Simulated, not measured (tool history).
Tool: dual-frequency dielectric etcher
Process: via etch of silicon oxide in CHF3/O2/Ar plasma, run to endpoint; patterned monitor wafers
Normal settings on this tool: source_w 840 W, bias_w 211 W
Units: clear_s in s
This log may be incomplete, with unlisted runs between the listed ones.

run	hour	source_w	bias_w	wafers since the last listed run	hours since the last wet clean	hours since the last source power generator calibration	hours since the last bias power generator calibration	hours since the last upper electrode change	incoming incoming film thickness, nm	clear_s
1	0	840	211	0	539.9	2858.9	4004.9	3809.6	754.6	296.1
2	14.5	1010	228	53	554.4	2873.4	4019.4	3824.1	751.5	268.6
3	21.3	1010	228	25	561.2	2880.2	4026.2	3830.9	752.6	270.6
4	29.9	1010	228	31	569.8	2888.8	4034.8	3839.5	756.3	271
5	41.6	840	236	43	581.5	2900.5	4046.5	3851.2	756.3	280.1
# hour 70.6: upper electrode replaced
6	71.1	840	236	20	611	2930	4076	0.5	756.1	280
7	71.5	840	236	1	611.4	2930.4	4076.4	0.9	756.7	279.2
8	71.9	840	211	1	611.8	2930.8	4076.8	1.3	754.2	292.3
9	76.5	750	179	17	616.4	2935.4	4081.4	5.9	751.4	322.3
10	84.4	840	211	29	624.3	2943.3	4089.3	13.8	760.7	295.6
# hour 112.4: wet clean of the chamber
11	112.9	900	237	16	0.5	2971.8	4117.8	42.3	763.7	292.6
12	116.3	710	180	12	3.9	2975.2	4121.2	45.7	756.5	347.4
# hour 121.6: bias power generator calibrated
# hour 148.4: source power generator calibrated
13	169.6	1010	228	167	57.2	21.2	48	99	757	282.4
14	182.7	840	211	48	70.3	34.3	61.1	112.1	756.1	307.4
15	193.8	680	180	41	81.4	45.4	72.2	123.2	762.4	351.1
16	201.9	950	196	30	89.5	53.5	80.3	131.3	750	302.4
17	209.5	900	176	28	97.1	61.1	87.9	138.9	755.1	324.7

Here are 3 independent what-if runs from the current tool condition. What would each one return?
A	210	840	167	1	97.6	61.6	88.4	139.4	756.3	?
B	210	780	178	1	97.6	61.6	88.4	139.4	756.3	?
C	210	720	170	1	97.6	61.6	88.4	139.4	756.3	?

run	clear_s
A	339.9
B	337.7
C	352.1
Had the tool no hidden state, the same runs would have come out as:
run	clear_s
A	341
B	338.8
C	353.2
